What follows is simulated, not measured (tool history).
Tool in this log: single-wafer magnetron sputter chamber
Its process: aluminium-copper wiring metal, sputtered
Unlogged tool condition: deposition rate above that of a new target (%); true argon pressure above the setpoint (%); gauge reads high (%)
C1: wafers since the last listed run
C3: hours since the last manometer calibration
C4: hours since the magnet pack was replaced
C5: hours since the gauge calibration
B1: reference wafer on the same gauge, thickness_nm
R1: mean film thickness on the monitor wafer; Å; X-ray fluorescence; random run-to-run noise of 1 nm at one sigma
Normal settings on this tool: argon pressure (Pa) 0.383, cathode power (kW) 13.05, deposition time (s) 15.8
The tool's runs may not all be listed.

Run 1, day 0: usual settings but cathode power (kW) 13.85; C1 0; wafers on the sputter target 5133; C3 1484.6; C4 8738.7; C5 80.1; B1 321.023. Result: R1 3674.12 Å.
Run 2, day 0.717: usual settings but cathode power (kW) 13.85; C1 458; wafers on the sputter target 5591; C3 1501.8; C4 8755.9; C5 97.3; B1 321.232. Result: R1 3671.17 Å.
Run 3, day 1.746: usual settings but cathode power (kW) 13.85; C1 657; wafers on the sputter target 6249; C3 1526.5; C4 8780.6; C5 122; B1 320.94. Result: R1 3664.55 Å.
Run 4, day 2.325: usual settings but deposition time (s) 17.4; C1 370; wafers on the sputter target 6619; C3 1540.4; C4 8794.5; C5 135.9; B1 321.228. Result: R1 3766.58 Å.
Run 5, day 2.879: usual settings but deposition time (s) 17.4; C1 354; wafers on the sputter target 6973; C3 1553.7; C4 8807.8; C5 149.2; B1 321.098. Result: R1 3760.03 Å.
At day 3.183: gauge calibrated.
Run 6, day 3.429: usual settings but deposition time (s) 17.4; C1 351; wafers on the sputter target 7325; C3 1566.9; C4 8821; C5 5.9; B1 320.897. Result: R1 3753.28 Å.
At day 4.196: magnet pack replaced, of another model than before.
Run 7, day 4.217: usual settings but argon pressure (Pa) 0.447; C1 290; wafers on the sputter target 7615; C3 1585.8; C4 0.5; C5 24.8; B1 320.941. Result: R1 3325.27 Å.
Run 8, day 4.617: usual settings but deposition time (s) 17.4; C1 255; wafers on the sputter target 7871; C3 1595.4; C4 10.1; C5 34.4; B1 320.963. Result: R1 3728.56 Å.
At day 5.004: sputter target and shields replaced.
At day 5.25: capacitance manometer re-zeroed and calibrated.
Run 9, day 5.279: usual settings but argon pressure (Pa) 0.331, deposition time (s) 14; C1 53; wafers on the sputter target 19; C3 0.7; C4 26; C5 50.3; B1 320.984. Result: R1 3256.34 Å.
Run 10, day 5.933: usual settings but argon pressure (Pa) 0.33, cathode power (kW) 11, deposition time (s) 18.5; C1 418; wafers on the sputter target 437; C3 16.4; C4 41.7; C5 66; B1 320.727. Result: R1 3599.84 Å.
Run 11, day 6.462: usual settings but cathode power (kW) 10.8; C1 338; wafers on the sputter target 775; C3 29.1; C4 54.4; C5 78.7; B1 321.008. Result: R1 2964.95 Å.
Run 12, day 6.858: usual settings but argon pressure (Pa) 0.447; C1 252; wafers on the sputter target 1028; C3 38.6; C4 63.9; C5 88.2; B1 321.019. Result: R1 3497.34 Å.
Run 13, day 7.312: usual settings but cathode power (kW) 15.3, deposition time (s) 18.9; C1 290; wafers on the sputter target 1318; C3 49.5; C4 74.8; C5 99.1; B1 321.174. Result: R1 4986.67 Å.
Run 14, day 7.667: usual settings but argon pressure (Pa) 0.252, deposition time (s) 13.5; C1 226; wafers on the sputter target 1545; C3 58; C4 83.3; C5 107.6; B1 320.959. Result: R1 3173.57 Å.

Some steps in R1, run to run, broken into two amounts with sign: the step expected even without the hidden condition (settings, incoming material, random variation), and the rest, left for the hidden condition together with whatever gauge scatter is not in both the measured and the hidden-condition-free result:
Run 8 -> 9: argon pressure (Pa) 0.383 -> 0.331, deposition time (s) 17.4 -> 14, sputter target and shields replaced, capacitance manometer re-zeroed and calibrated. R1 -472.22 Å: hidden state +228.8, all else -701.02.
Run 13 -> 14: argon pressure (Pa) 0.383 -> 0.252, cathode power (kW) 15.3 -> 13.05, deposition time (s) 18.9 -> 13.5. R1 -1813.1 Å: hidden state +28.67, all else -1841.77.

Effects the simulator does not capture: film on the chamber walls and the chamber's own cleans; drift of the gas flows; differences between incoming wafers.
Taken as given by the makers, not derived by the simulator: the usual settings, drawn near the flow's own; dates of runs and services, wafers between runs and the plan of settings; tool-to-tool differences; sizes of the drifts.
